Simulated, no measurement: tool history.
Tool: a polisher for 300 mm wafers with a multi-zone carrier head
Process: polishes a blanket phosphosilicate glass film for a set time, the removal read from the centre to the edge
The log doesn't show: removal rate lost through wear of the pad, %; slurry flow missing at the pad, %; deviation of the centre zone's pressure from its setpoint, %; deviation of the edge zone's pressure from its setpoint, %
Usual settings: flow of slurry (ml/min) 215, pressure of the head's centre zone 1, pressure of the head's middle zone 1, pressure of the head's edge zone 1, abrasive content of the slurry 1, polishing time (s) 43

run	hour	flow of slurry (ml/min)	pressure of the head's centre zone	pressure of the head's middle zone	pressure of the head's edge zone	abrasive content of the slurry	polishing time (s)	wafers since the last listed run	wafers polished on this pad	hours since the slurry nozzle was cleaned	hours since the centre zone pressure was calibrated	hours since the edge zone pressure was calibrated	hours since the carrier head's membrane was replaced	incoming thickness of the incoming film, nm	film removed at the wafer's centre (angstrom)	film removed at mid-radius (angstrom)	film removed at the wafer's edge (angstrom)
1	0	215	1	1	1	1	43	0	5844	397	81.8	322.9	732.4	2414.7	3270	3191	3315
# hour 6.1: carrier head's membrane replaced by a new one
2	61.9	215	1	1	1	1	43	798	6642	458.9	143.7	384.8	55.8	2433.1	3219	3138	3276
# hour 77.9: worn pad replaced by a new one
# hour 114.3: slurry nozzle cleaned
3	167.3	215	1	1	1	0.7	43	1409	1241	53	249.1	490.2	161.2	2439.6	2750	2724	2877
4	239	215	1	1	1	1	43	1006	2247	124.7	320.8	561.9	232.9	2416.6	3318	3279	3401
5	276.1	215	1	1	1	1	43	520	2768	161.8	357.9	599	270	2394	3345	3257	3422
6	361.2	215	1	1	1	1	43	1194	3963	246.9	443	684.1	355.1	2448.3	3262	3267	3351
7	527.4	215	1	1	1	1	43	2333	6297	413.1	609.2	850.3	521.3	2400.5	3214	3170	3297
# hour 605.2: carrier head's membrane replaced by a new one, of another model than before
8	613.8	215	1	1	1	0.75	30	1142	7440	499.5	695.6	936.7	8.6	2467.8	1917	1874	1912
# hour 628.7: worn pad replaced by a new one
# hour 649.7: slurry nozzle cleaned
9	692.6	215	1	1	1	1	43	1036	883	42.9	774.4	1015.5	87.4	2470.2	3338	3289	3435
# hour 719.2: edge zone pressure recalibrated
10	736.3	280	1	1	1.08	1	43	585	1468	86.6	818.1	17.1	131.1	2441.1	3433	3395	3672
# hour 741: centre zone pressure recalibrated
11	899.4	215	1	1	0.92	0.9	43	2261	3730	249.7	158.4	180.2	294.2	2455.7	3157	3123	3012
12	961.1	215	1	1	1	1	43	866	4596	311.4	220.1	241.9	355.9	2481.5	3306	3246	3401
13	1067.1	215	1	1	1	1.2	37	1488	6085	417.4	326.1	347.9	461.9	2483.4	3067	2954	3059
14	1140.8	215	1	1	0.93	1	43	1034	7119	491.1	399.8	421.6	535.6	2445.6	3223	3183	3077
15	1245.5	195	1	0.9	1	1.1	38	1470	8590	595.8	504.5	526.3	640.3	2474.2	2854	2546	2946
# hour 1255.7: worn pad replaced by a new one
# hour 1264.2: slurry nozzle cleaned
16	1290.5	190	0.95	1.11	1.09	1	43	561	474	26.3	549.5	571.3	685.3	2415.8	2983	3600	3579
# hour 1342.2: carrier head's membrane replaced by a new one
17	1385.2	215	1	1	0.89	1	43	1259	1733	121	644.2	666	43	2462.5	3319	3255	3092
18	1464	215	1.06	1.1	0.91	1.3	43	1106	2840	199.8	723	744.8	121.8	2496.1	4135	4023	3460
19	1532.6	215	1	1	1	1	43	963	3803	268.4	791.6	813.4	190.4	2461	3311	3259	3363
20	1574	215	1	0.89	0.92	1	52	581	4384	309.8	833	854.8	231.8	2461.9	3947	3472	3776

The same runs without the tool's hidden state, with the same run-to-run variation:
run	film removed at the wafer's centre (angstrom)	film removed at mid-radius (angstrom)	film removed at the wafer's edge (angstrom)
1	3378	3297	3425
2	3359	3275	3419
3	2770	2744	2898
4	3354	3314	3437
5	3388	3299	3466
6	3328	3333	3419
7	3351	3305	3437
8	2030	1984	2024
9	3343	3294	3441
10	3442	3405	3682
11	3201	3166	3053
12	3373	3312	3470
13	3174	3058	3166
14	3378	3337	3225
15	3057	2726	3154
16	3010	3632	3611
17	3358	3293	3128
18	4203	4089	3517
19	3385	3332	3438
20	4053	3565	3878
